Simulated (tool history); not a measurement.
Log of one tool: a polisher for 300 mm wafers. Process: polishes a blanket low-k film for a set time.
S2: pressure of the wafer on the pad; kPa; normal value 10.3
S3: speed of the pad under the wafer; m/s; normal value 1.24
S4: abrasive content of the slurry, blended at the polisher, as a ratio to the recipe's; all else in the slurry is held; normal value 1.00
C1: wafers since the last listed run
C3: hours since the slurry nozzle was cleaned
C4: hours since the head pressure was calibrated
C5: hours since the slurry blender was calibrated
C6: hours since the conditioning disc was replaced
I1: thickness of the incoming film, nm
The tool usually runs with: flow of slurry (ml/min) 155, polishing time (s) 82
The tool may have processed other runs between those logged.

run 1 hour=0.0 | flow_of_slurry_(ml/min)=155 S2=10.3 S3=1.24 S4=1.00 polishing_time_(s)=82 | C1=0 wafers_polished_on_this_pad=1765 C3=208.6 C4=104.6 C5=374.3 C6=206.5 | I1=708.8 | film_removed_(Å)=293
run 2 hour=68.5 | flow_of_slurry_(ml/min)=155 S2=10.3 S3=1.24 S4=1.00 polishing_time_(s)=82 | C1=412 wafers_polished_on_this_pad=2178 C3=277.1 C4=173.1 C5=442.8 C6=275.0 | I1=728.1 | film_removed_(Å)=284
run 3 hour=129.8 | flow_of_slurry_(ml/min)=155 S2=10.3 S3=1.24 S4=1.00 polishing_time_(s)=82 | C1=369 wafers_polished_on_this_pad=2548 C3=338.4 C4=234.4 C5=504.1 C6=336.3 | I1=711.1 | film_removed_(Å)=280
-- hour=154.3 slurry blender recalibrated
run 4 hour=170.3 | flow_of_slurry_(ml/min)=155 S2=10.3 S3=1.24 S4=1.00 polishing_time_(s)=82 | C1=232 wafers_polished_on_this_pad=2780 C3=378.9 C4=274.9 C5=16.0 C6=376.8 | I1=731.5 | film_removed_(Å)=285
-- hour=205.6 worn pad replaced by a new one
run 5 hour=236.7 | flow_of_slurry_(ml/min)=155 S2=10.3 S3=1.24 S4=1.00 polishing_time_(s)=82 | C1=376 wafers_polished_on_this_pad=187 C3=445.3 C4=341.3 C5=82.4 C6=443.2 | I1=710.8 | film_removed_(Å)=310
-- hour=249.1 conditioning disc replaced and pad reconditioned
run 6 hour=302.5 | flow_of_slurry_(ml/min)=155 S2=10.3 S3=1.24 S4=1.00 polishing_time_(s)=82 | C1=384 wafers_polished_on_this_pad=572 C3=511.1 C4=407.1 C5=148.2 C6=53.4 | I1=730.9 | film_removed_(Å)=298
run 7 hour=366.8 | flow_of_slurry_(ml/min)=155 S2=10.3 S3=1.42 S4=1.20 polishing_time_(s)=92 | C1=387 wafers_polished_on_this_pad=959 C3=575.4 C4=471.4 C5=212.5 C6=117.7 | I1=727.9 | film_removed_(Å)=385
run 8 hour=435.1 | flow_of_slurry_(ml/min)=155 S2=10.3 S3=1.24 S4=1.00 polishing_time_(s)=82 | C1=411 wafers_polished_on_this_pad=1371 C3=643.7 C4=539.7 C5=280.8 C6=186.0 | I1=719.5 | film_removed_(Å)=299
run 9 hour=487.6 | flow_of_slurry_(ml/min)=200 S2=13.8 S3=0.88 S4=0.70 polishing_time_(s)=82 | C1=316 wafers_polished_on_this_pad=1688 C3=696.2 C4=592.2 C5=333.3 C6=238.5 | I1=720.0 | film_removed_(Å)=288
run 10 hour=552.2 | flow_of_slurry_(ml/min)=155 S2=12.4 S3=1.64 S4=1.00 polishing_time_(s)=82 | C1=389 wafers_polished_on_this_pad=2077 C3=760.8 C4=656.8 C5=397.9 C6=303.1 | I1=721.3 | film_removed_(Å)=432
-- hour=558.5 slurry blender recalibrated
run 11 hour=592.9 | flow_of_slurry_(ml/min)=155 S2=12.4 S3=1.12 S4=1.00 polishing_time_(s)=82 | C1=233 wafers_polished_on_this_pad=2310 C3=801.5 C4=697.5 C5=34.4 C6=343.8 | I1=712.7 | film_removed_(Å)=323
-- hour=621.5 slurry nozzle cleaned
-- hour=634.7 worn pad replaced by a new one, of another model than before
run 12 hour=656.0 | flow_of_slurry_(ml/min)=120 S2=10.3 S3=1.40 S4=0.75 polishing_time_(s)=103 | C1=350 wafers_polished_on_this_pad=128 C3=34.5 C4=760.6 C5=97.5 C6=406.9 | I1=721.4 | film_removed_(Å)=350
-- hour=674.7 conditioning disc replaced and pad reconditioned
run 13 hour=689.3 | flow_of_slurry_(ml/min)=175 S2=10.3 S3=1.24 S4=1.00 polishing_time_(s)=82 | C1=188 wafers_polished_on_this_pad=317 C3=67.8 C4=793.9 C5=130.8 C6=14.6 | I1=709.5 | film_removed_(Å)=314
run 14 hour=729.1 | flow_of_slurry_(ml/min)=155 S2=10.3 S3=1.24 S4=1.00 polishing_time_(s)=82 | C1=239 wafers_polished_on_this_pad=557 C3=107.6 C4=833.7 C5=170.6 C6=54.4 | I1=718.4 | film_removed_(Å)=292
-- hour=752.7 head pressure recalibrated
run 15 hour=775.7 | flow_of_slurry_(ml/min)=135 S2=10.3 S3=1.24 S4=0.75 polishing_time_(s)=82 | C1=268 wafers_polished_on_this_pad=825 C3=154.2 C4=23.0 C5=217.2 C6=101.0 | I1=714.8 | film_removed_(Å)=250
run 16 hour=807.3 | flow_of_slurry_(ml/min)=155 S2=10.3 S3=1.24 S4=1.00 polishing_time_(s)=82 | C1=190 wafers_polished_on_this_pad=1016 C3=185.8 C4=54.6 C5=248.8 C6=132.6 | I1=723.5 | film_removed_(Å)=293
run 17 hour=832.9 | flow_of_slurry_(ml/min)=155 S2=6.9 S3=1.24 S4=1.00 polishing_time_(s)=82 | C1=154 wafers_polished_on_this_pad=1170 C3=211.4 C4=80.2 C5=274.4 C6=158.2 | I1=727.3 | film_removed_(Å)=231
run 18 hour=930.0 | flow_of_slurry_(ml/min)=115 S2=10.3 S3=1.00 S4=0.85 polishing_time_(s)=82 | C1=585 wafers_polished_on_this_pad=1756 C3=308.5 C4=177.3 C5=371.5 C6=255.3 | I1=720.7 | film_removed_(Å)=187
run 19 hour=995.1 | flow_of_slurry_(ml/min)=155 S2=10.3 S3=1.58 S4=1.00 polishing_time_(s)=82 | C1=392 wafers_polished_on_this_pad=2148 C3=373.6 C4=242.4 C5=436.6 C6=320.4 | I1=720.2 | film_removed_(Å)=356
run 20 hour=1058.9 | flow_of_slurry_(ml/min)=155 S2=12.4 S3=1.24 S4=1.00 polishing_time_(s)=82 | C1=384 wafers_polished_on_this_pad=2533 C3=437.4 C4=306.2 C5=500.4 C6=384.2 | I1=722.9 | film_removed_(Å)=322
-- hour=1061.1 slurry blender recalibrated
-- hour=1073.3 worn pad replaced by a new one
run 21 hour=1113.5 | flow_of_slurry_(ml/min)=180 S2=10.3 S3=1.24 S4=1.00 polishing_time_(s)=82 | C1=292 wafers_polished_on_this_pad=242 C3=492.0 C4=360.8 C5=52.4 C6=438.8 | I1=716.2 | film_removed_(Å)=325

For run 22, what comes out?
-- hour=1151.4 conditioning disc replaced and pad reconditioned
run 22 hour=1176.9 | flow_of_slurry_(ml/min)=185 S2=9.0 S3=1.24 S4=1.20 polishing_time_(s)=82 | C1=370 wafers_polished_on_this_pad=612 C3=555.4 C4=424.2 C5=115.8 C6=25.5 | I1=720.4 | film_removed_(Å)=?

For run 22 the tool returned film removed (Å) 311.
Had the tool carried no hidden state, the very same run would have given film removed (Å) 328.
